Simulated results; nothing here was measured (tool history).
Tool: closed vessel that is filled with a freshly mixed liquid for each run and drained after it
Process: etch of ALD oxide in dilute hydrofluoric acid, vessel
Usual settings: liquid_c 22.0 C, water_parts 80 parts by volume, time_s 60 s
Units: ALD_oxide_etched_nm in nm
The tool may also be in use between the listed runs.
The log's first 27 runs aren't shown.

| run | hour | liquid_c | water_parts | time_s | wafers since the last listed run | hours since the thermometer was replaced | hours since the hydrofluoric acid flow meter was replaced | hours since the gauge calibration | read-back film thickness of the ALD oxide reference wafer, read on the same gauge (nm) | ALD_oxide_etched_nm |
|---|---|---|---|---|---|---|---|---|---|---|
| 28 | 1400.7 | 22.0 | 80 | 60 | 9773 | 657.3 | 1101.1 | 974.6 | 56.54 | 21.98 |
| 29 | 1445.4 | 22.0 | 80 | 60 | 6118 | 702.0 | 1145.8 | 1019.3 | 56.44 | 22.08 |
| 30 | 1505.8 | 22.0 | 80 | 60 | 8268 | 762.4 | 1206.2 | 1079.7 | 56.32 | 21.67 |
| 31 | 1595.1 | 20.5 | 80 | 90 | 12224 | 851.7 | 1295.5 | 1169.0 | 56.13 | 30.63 |
| 32 | 1635.6 | 22.0 | 80 | 60 | 5543 | 892.2 | 1336.0 | 1209.5 | 56.08 | 21.72 |
| 33 | 1660.0 | 19.0 | 80 | 60 | 3340 | 916.6 | 1360.4 | 1233.9 | 56.07 | 19.13 |
| 34 | 1701.2 | 19.5 | 55 | 85 | 5639 | 957.8 | 1401.6 | 1275.1 | 55.96 | 41.47 |
| 35 | 1915.8 | 19.0 | 65 | 50 | 29376 | 1172.4 | 1616.2 | 1489.7 | 55.67 | 19.76 |

3 ways to go on from here, each from the tool as it stands after run 35. What would each give?
| A | 1916.5 | 22.0 | 80 | 85 | 95 | 1173.1 | 1616.9 | 1490.4 | ? | ? |
| B | 1916.5 | 26.0 | 80 | 60 | 95 | 1173.1 | 1616.9 | 1490.4 | ? | ? |
| C | 1916.5 | 27.0 | 110 | 85 | 95 | 1173.1 | 1616.9 | 1490.4 | ? | ? |

| run | read-back film thickness of the ALD oxide reference wafer, read on the same gauge (nm) | ALD_oxide_etched_nm |
|---|---|---|
| A | 55.66 | 30.10 |
| B | 55.66 | 24.96 |
| C | 55.66 | 25.70 |
Without the tool's hidden state the same runs would have given:
| run | ALD_oxide_etched_nm |
|---|---|
| A | 32.45 |
| B | 26.90 |
| C | 27.71 |

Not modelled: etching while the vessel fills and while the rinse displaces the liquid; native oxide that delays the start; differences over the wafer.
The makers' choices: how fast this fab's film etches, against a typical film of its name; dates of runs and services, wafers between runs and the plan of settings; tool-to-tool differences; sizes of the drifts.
